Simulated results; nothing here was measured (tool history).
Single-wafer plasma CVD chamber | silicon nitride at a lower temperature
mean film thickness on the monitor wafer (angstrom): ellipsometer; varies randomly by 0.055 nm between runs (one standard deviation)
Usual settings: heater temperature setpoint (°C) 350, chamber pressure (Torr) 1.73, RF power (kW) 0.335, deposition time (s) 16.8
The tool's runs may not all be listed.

run    hour  heater temperature setpoint (°C)  chamber pressure (Torr)  RF power (kW)  deposition time (s)  wafers since the last listed run  hours since the last thermocouple change  hours since the last RF generator calibration  hours since the last manometer calibration  hours since the showerhead was replaced  hours since the gauge calibration  read-back reference wafer on the same gauge, thickness_nm  mean film thickness on the monitor wafer (angstrom)
  1       0                               350                     1.73          0.335                 16.8                                 0                                     963.7                                         1453.5                                       921.3                                   3356.3                              800.1                                                     20.906                                                207.1
  2    79.6                               362                     1.73           0.37                 16.8                              2231                                    1043.3                                         1533.1                                      1000.9                                   3435.9                              879.7                                                     20.886                                               217.86
  3   177.5                               362                     1.73           0.37                 16.8                              2744                                    1141.2                                           1631                                      1098.8                                   3533.8                              977.6                                                     20.886                                               218.03
  4   278.6                               362                     1.73           0.37                 16.8                              2834                                    1242.3                                         1732.1                                      1199.9                                   3634.9                             1078.7                                                       20.9                                               218.62
  5     330                               350                     1.57          0.335                 16.8                              1441                                    1293.7                                         1783.5                                      1251.3                                   3686.3                             1130.1                                                     20.895                                                197.6
      393.5  -- thermocouple changed; heater temperature recalibrated
  6   395.1                               350                     1.57          0.335                 16.8                              1600                                       1.6                                         1848.6                                      1316.4                                   3751.4                             1195.2                                                     20.906                                               197.11
      422.4  -- RF generator calibrated
      452.6  -- showerhead replaced
  7   492.1                               350                     1.57          0.335                 16.8                              2271                                      98.6                                           69.7                                      1413.4                                     39.5                             1292.2                                                     20.901                                               203.01
  8     529                               350                     1.73          0.335                 16.8                              1034                                     135.5                                          106.6                                      1450.3                                     76.4                             1329.1                                                     20.892                                               209.11
  9   635.7                               350                     1.73          0.335                 16.8                              2991                                     242.2                                          213.3                                        1557                                    183.1                             1435.8                                                     20.888                                               209.35
 10   685.1                               350                     1.46          0.335                 16.8                              1385                                     291.6                                          262.7                                      1606.4                                    232.5                             1485.2                                                     20.891                                               196.68
 11   776.5                               350                     1.46          0.335                 16.8                              2562                                       383                                          354.1                                      1697.8                                    323.9                             1576.6                                                     20.914                                               197.63
 12     821                               350                     1.73          0.335                 16.8                              1247                                     427.5                                          398.6                                      1742.3                                    368.4                             1621.1                                                     20.902                                               207.62
 13     928                               350                     2.02          0.335                   15                              2999                                     534.5                                          505.6                                      1849.3                                    475.4                             1728.1                                                     20.889                                               194.88
 14   997.2                               340                     1.91          0.295                 15.6                              1940                                     603.7                                          574.8                                      1918.5                                    544.6                             1797.3                                                     20.898                                               183.05
 15    1069                               362                     1.73           0.37                 16.8                              2013                                     675.5                                          646.6                                      1990.3                                    616.4                             1869.1                                                     20.901                                               218.79
     1087.3  -- capacitance manometer re-zeroed and calibrated
 16  1129.6                               350                     1.73           0.39                 15.7                              1474                                     736.1                                          707.2                                        42.3                                      677                             1929.7                                                     20.903                                               218.83
 17  1195.4                               350                     1.73          0.335                 16.8                              1844                                     801.9                                            773                                       108.1                                    742.8                             1995.5                                                     20.918                                               212.52
 18  1251.9                               336                     1.32          0.365                 19.5                              1584                                     858.4                                          829.5                                       164.6                                    799.3                               2052                                                     20.893                                               237.25
 19  1292.2                               350                     1.92            0.3                 16.8                              1129                                     898.7                                          869.8                                       204.9                                    839.6                             2092.3                                                     20.903                                                202.7
 20  1378.1                               350                     1.73           0.28                 16.8                              2408                                     984.6                                          955.7                                       290.8                                    925.5                             2178.2                                                     20.908                                               186.88
 21  1435.4                               354                     1.73          0.335                 19.4                              1606                                    1041.9                                           1013                                       348.1                                    982.8                             2235.5                                                     20.919                                               242.56
 22  1505.3                               350                     1.58           0.36                 18.4                              1959                                    1111.8                                         1082.9                                         418                                   1052.7                             2305.4                                                     20.886                                               235.17
     1505.6  -- gauge calibrated
 23    1611                               350                     1.57          0.335                 15.1                              2963                                    1217.5                                         1188.6                                       523.7                                   1158.4                              105.4                                                     20.898                                                  183
 24  1665.2                               350                     1.31           0.37                 16.8                              1519                                    1271.7                                         1242.8                                       577.9                                   1212.6                              159.6                                                     20.895                                               203.03
 25  1732.5                               350                     1.73          0.335                 16.8                              1886                                      1339                                         1310.1                                       645.2                                   1279.9                              226.9                                                     20.912                                               208.87
 26  1809.7                               354                     1.73          0.335                 19.4                              2164                                    1416.2                                         1387.3                                       722.4                                   1357.1                              304.1                                                     20.904                                               240.25
 27  1895.7                               355                     2.09          0.335                 19.1                              2411                                    1502.2                                         1473.3                                       808.4                                   1443.1                              390.1                                                     20.915                                                  251
 28  1973.8                               364                     1.73           0.27                 19.1                              2189                                    1580.3                                         1551.4                                       886.5                                   1521.2                              468.2                                                     20.898                                               203.57
 29  2039.3                               337                     2.13          0.335                 19.6                              1836                                    1645.8                                         1616.9                                         952                                   1586.7                              533.7                                                     20.907                                               259.35

Predict each of these 3 candidate next runs independently; none follows another, all start after run 29:
  A  2039.7                               350                     1.73          0.335                 19.4                                11                                    1646.2                                         1617.3                                       952.4                                   1587.1                              534.1                                                          ?                                                    ?
  B  2039.7                               342                     2.06           0.29                 16.8                                11                                    1646.2                                         1617.3                                       952.4                                   1587.1                              534.1                                                          ?                                                    ?
  C  2039.7                               339                     1.73          0.305                 15.8                                11                                    1646.2                                         1617.3                                       952.4                                   1587.1                              534.1                                                          ?                                                    ?

run  read-back reference wafer on the same gauge, thickness_nm  mean film thickness on the monitor wafer (angstrom)
  A                                                     20.895                                               239.18
  B                                                     20.895                                               199.08
  C                                                     20.895                                                183.8
What these runs would have given with no unlogged condition in the tool:
run  mean film thickness on the monitor wafer (angstrom)
  A                                                246.7
  B                                               205.41
  C                                                189.7
